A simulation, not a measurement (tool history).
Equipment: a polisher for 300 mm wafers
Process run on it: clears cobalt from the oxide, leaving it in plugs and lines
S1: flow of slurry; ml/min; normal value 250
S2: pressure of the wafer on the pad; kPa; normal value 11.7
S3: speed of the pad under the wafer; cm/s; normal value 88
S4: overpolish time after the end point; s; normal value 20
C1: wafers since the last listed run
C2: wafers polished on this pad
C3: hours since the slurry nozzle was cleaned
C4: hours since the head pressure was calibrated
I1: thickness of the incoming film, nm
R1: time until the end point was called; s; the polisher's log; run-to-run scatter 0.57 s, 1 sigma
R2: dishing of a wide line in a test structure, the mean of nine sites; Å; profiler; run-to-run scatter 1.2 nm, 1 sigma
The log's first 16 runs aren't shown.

| run | day | S1 | S2 | S3 | S4 | C1 | C2 | C3 | C4 | I1 | R1 | R2 |
|---|---|---|---|---|---|---|---|---|---|---|---|---|
|  | 8.033 | head pressure recalibrated |
| 17 | 8.292 | 250 | 11.7 | 74 | 20 | 176 | 701 | 320.3 | 6.2 | 160.7 | 58.9 | 414 |
|  | 8.85 | worn pad replaced by a new one |
| 18 | 8.871 | 160 | 11.7 | 88 | 20 | 82 | 4 | 334.2 | 20.1 | 158 | 50.7 | 449 |
| 19 | 9.333 | 250 | 13.1 | 112 | 20 | 92 | 97 | 345.3 | 31.2 | 159.5 | 36.4 | 548 |
| 20 | 9.95 | 250 | 11.7 | 88 | 20 | 123 | 220 | 360.1 | 46 | 159.8 | 49.3 | 468 |
| 21 | 10.471 | 200 | 11.7 | 70 | 30 | 104 | 324 | 372.6 | 58.5 | 162.8 | 66.2 | 506 |
| 22 | 10.896 | 250 | 11.7 | 80 | 24 | 85 | 409 | 382.8 | 68.7 | 160.1 | 54.5 | 503 |
|  | 11.225 | slurry nozzle cleaned |
| 23 | 11.592 | 250 | 11.7 | 88 | 20 | 131 | 540 | 8.8 | 85.4 | 159.7 | 51.1 | 453 |
| 24 | 13.025 | 250 | 9 | 64 | 28 | 287 | 828 | 43.2 | 119.8 | 159.8 | 82.4 | 416 |
|  | 13.271 | worn pad replaced by a new one |
| 25 | 13.483 | 250 | 9.7 | 64 | 20 | 58 | 42 | 54.2 | 130.8 | 161.4 | 80.5 | 350 |
| 26 | 14.017 | 250 | 11.7 | 70 | 20 | 106 | 149 | 67 | 143.6 | 159.3 | 64.8 | 408 |
| 27 | 14.454 | 250 | 9.7 | 88 | 20 | 87 | 237 | 77.5 | 154.1 | 159.5 | 56.1 | 418 |
|  | 14.9 | slurry nozzle cleaned, repeated, since the last time left the tool worse |
| 28 | 15.075 | 250 | 9 | 88 | 32 | 115 | 353 | 4.2 | 169 | 160 | 57.4 | 561 |
| 29 | 15.379 | 335 | 11.7 | 96 | 20 | 60 | 414 | 11.5 | 176.3 | 158.4 | 42.3 | 499 |
| 30 | 15.871 | 250 | 7.6 | 102 | 20 | 98 | 512 | 23.3 | 188.1 | 159.8 | 54 | 477 |
| 31 | 16.475 | 250 | 9 | 88 | 32 | 120 | 633 | 37.8 | 202.6 | 158.3 | 56.2 | 573 |
| 32 | 17.154 | 250 | 11.7 | 88 | 20 | 136 | 769 | 54.1 | 218.9 | 162.2 | 49.5 | 490 |
|  | 17.821 | worn pad replaced by a new one |
| 33 | 17.842 | 250 | 11.7 | 88 | 20 | 104 | 4 | 70.6 | 235.4 | 160.6 | 49.3 | 488 |
| 34 | 18.046 | 250 | 11.7 | 88 | 20 | 40 | 45 | 75.5 | 240.3 | 161.6 | 48.8 | 486 |

Below are 5 alternative next runs, each starting from the tool's condition after run 34. Predict each:
| A | 18.062 | 250 | 11.7 | 88 | 20 | 3 | 48 | 75.9 | 240.7 | 161.9 | ? | ? |
| B | 18.062 | 250 | 11.7 | 108 | 20 | 3 | 48 | 75.9 | 240.7 | 161.9 | ? | ? |
| C | 18.062 | 250 | 10.3 | 76 | 20 | 3 | 48 | 75.9 | 240.7 | 161.9 | ? | ? |
| D | 18.062 | 295 | 13.8 | 60 | 20 | 3 | 48 | 75.9 | 240.7 | 161.9 | ? | ? |
| E | 18.062 | 305 | 11.7 | 108 | 20 | 3 | 48 | 75.9 | 240.7 | 161.9 | ? | ? |

| run | R1 | R2 |
|---|---|---|
| A | 50 | 484 |
| B | 40.7 | 539 |
| C | 62.3 | 424 |
| D | 65.4 | 411 |
| E | 40.1 | 544 |
With the hidden condition removed and each run's random variation left untouched, the same runs would have given:
| run | R1 | R2 |
|---|---|---|
| A | 49.9 | 485 |
| B | 40.6 | 540 |
| C | 62.1 | 425 |
| D | 65.2 | 411 |
| E | 40 | 544 |
